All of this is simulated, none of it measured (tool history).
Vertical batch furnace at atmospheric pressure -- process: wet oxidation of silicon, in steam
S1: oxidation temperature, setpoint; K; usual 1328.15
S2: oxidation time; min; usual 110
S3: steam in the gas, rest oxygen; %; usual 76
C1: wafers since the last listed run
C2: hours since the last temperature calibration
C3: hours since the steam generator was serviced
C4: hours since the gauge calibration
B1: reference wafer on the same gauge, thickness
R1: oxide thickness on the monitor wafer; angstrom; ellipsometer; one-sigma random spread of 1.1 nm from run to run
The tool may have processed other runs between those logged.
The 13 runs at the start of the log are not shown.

run	hour	S1	S2	S3	C1	C2	C3	C4	B1	R1
14	254.2	1328.15	110	76	122	4237	3220.4	584.4	849.88	7144.4
15	276.1	1328.15	110	76	157	4258.9	3242.3	606.3	849.89	7134.9
# hour 305.5: thermocouples replaced and temperature profile calibrated
16	306	1328.15	110	76	42	0.5	3272.2	636.2	849.88	7132.3
17	311.6	1315.15	159	76	40	6.1	3277.8	641.8	849.81	8322.5
18	327.1	1328.15	110	88	111	21.6	3293.3	657.3	849.93	7715.9
# hour 333: gauge calibrated
# hour 374.2: steam generator serviced
19	374.7	1351.15	110	73	169	69.2	0.5	41.7	850.16	7932.4
20	380.3	1328.15	110	76	40	74.8	6.1	47.3	850.07	7418.2
21	388.8	1348.15	134.5	82	61	83.3	14.6	55.8	849.87	9272.4
22	410.2	1320.15	110	70	153	104.7	36	77.2	849.99	6883.1
23	419.6	1341.15	110	72	67	114.1	45.4	86.6	849.82	7596.8
24	451.9	1344.15	110	67	232	146.4	77.7	118.9	850.06	7348.3
25	462.6	1310.15	130.5	69	76	157.1	88.4	129.6	849.89	7226.8
26	474.8	1345.15	128	76	87	169.3	100.6	141.8	849.95	8555.5
27	498.3	1328.15	110	76	169	192.8	124.1	165.3	849.78	7428.4
28	521.1	1328.15	110	76	164	215.6	146.9	188.1	850.34	7405.8
29	544.1	1328.15	110	76	165	238.6	169.9	211.1	849.92	7394
30	553.9	1328.15	110	76	70	248.4	179.7	220.9	849.85	7390.3
31	577.6	1328.15	110	64	170	272.1	203.4	244.6	850.1	6720.8
32	592.4	1328.15	110	76	106	286.9	218.2	259.4	849.94	7374.8
33	610.4	1328.15	70	80	129	304.9	236.2	277.4	850.07	5905.7

What if the next run were any one of these 5? Each begins from the tool's condition after run 33:
A	616.1	1328.15	110	76	41	310.6	241.9	283.1	?	?
B	616.1	1311.15	155.5	71	41	310.6	241.9	283.1	?	?
C	616.1	1350.15	110	87	41	310.6	241.9	283.1	?	?
D	616.1	1328.15	110	84	41	310.6	241.9	283.1	?	?
E	616.1	1320.15	110	76	41	310.6	241.9	283.1	?	?

run	B1	R1
A	849.83	7365.8
B	849.83	8040.9
C	849.83	8576.8
D	849.83	7780.9
E	849.83	7142
With the hidden condition removed and each run's random variation left untouched, the same runs would have given:
run	R1
A	7463.1
B	8147.8
C	8687.2
D	7883.3
E	7237.2
